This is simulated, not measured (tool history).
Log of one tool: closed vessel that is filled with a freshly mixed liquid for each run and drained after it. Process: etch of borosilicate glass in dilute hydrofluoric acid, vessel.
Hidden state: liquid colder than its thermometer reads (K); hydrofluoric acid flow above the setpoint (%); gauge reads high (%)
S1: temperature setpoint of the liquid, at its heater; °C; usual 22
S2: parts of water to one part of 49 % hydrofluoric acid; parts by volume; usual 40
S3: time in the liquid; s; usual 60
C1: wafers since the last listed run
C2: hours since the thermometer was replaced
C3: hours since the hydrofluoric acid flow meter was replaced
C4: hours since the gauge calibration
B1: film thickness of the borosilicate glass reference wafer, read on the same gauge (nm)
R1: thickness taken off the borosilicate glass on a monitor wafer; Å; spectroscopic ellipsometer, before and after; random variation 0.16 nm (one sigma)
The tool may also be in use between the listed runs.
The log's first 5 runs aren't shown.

run	day	S1	S2	S3	C1	C2	C3	C4	B1	R1
6	6.988	22	30	60	1568	1881.8	946.1	375	60	414.7
7	7.529	22	30	60	1096	1894.8	959.1	388	60	415.7
8	8.95	26	40	60	2875	1928.9	993.2	422.1	59.99	365.1
9	10.412	26	40	60	2959	1964	1028.3	457.2	60	362.7
10	11.492	22	40	60	2183	1989.9	1054.2	483.1	59.99	307.6
11	12.454	22	40	60	1947	2013	1077.3	506.2	59.99	311.1
# day 13.162: hydrofluoric acid flow meter replaced
12	15.738	22	40	60	6559	2091.8	61.8	585	60.02	326.3
13	17.179	22	40	60	2917	2126.4	96.4	619.6	59.99	326.1
14	18.525	22	40	60	2723	2158.7	128.7	651.9	60.01	329.8
15	19.996	18.5	40	60	2976	2194	164	687.2	60.03	282
16	20.596	18.5	40	60	1214	2208.4	178.4	701.6	59.99	282.6
# day 21.342: hydrofluoric acid flow meter replaced, repeated, since the last time left the tool worse
17	21.667	22	55	30	2082	2234.1	7.8	727.3	60	101
18	22.312	19	40	60	1306	2249.6	23.3	742.8	59.98	251.4
# day 22.388: thermometer replaced
19	23.333	24.5	35	60	1981	22.7	47.8	767.3	60.01	364.1
20	23.925	17	40	60	1197	36.9	62	781.5	60	230.3

Forecast run 21:
21	24.904	22	40	75	1981	60.4	85.5	805	?	?

Run 21 gave B1 59.98, R1 358.2 Å.
Without the tool's hidden state the same run would have given R1 355.6 Å.
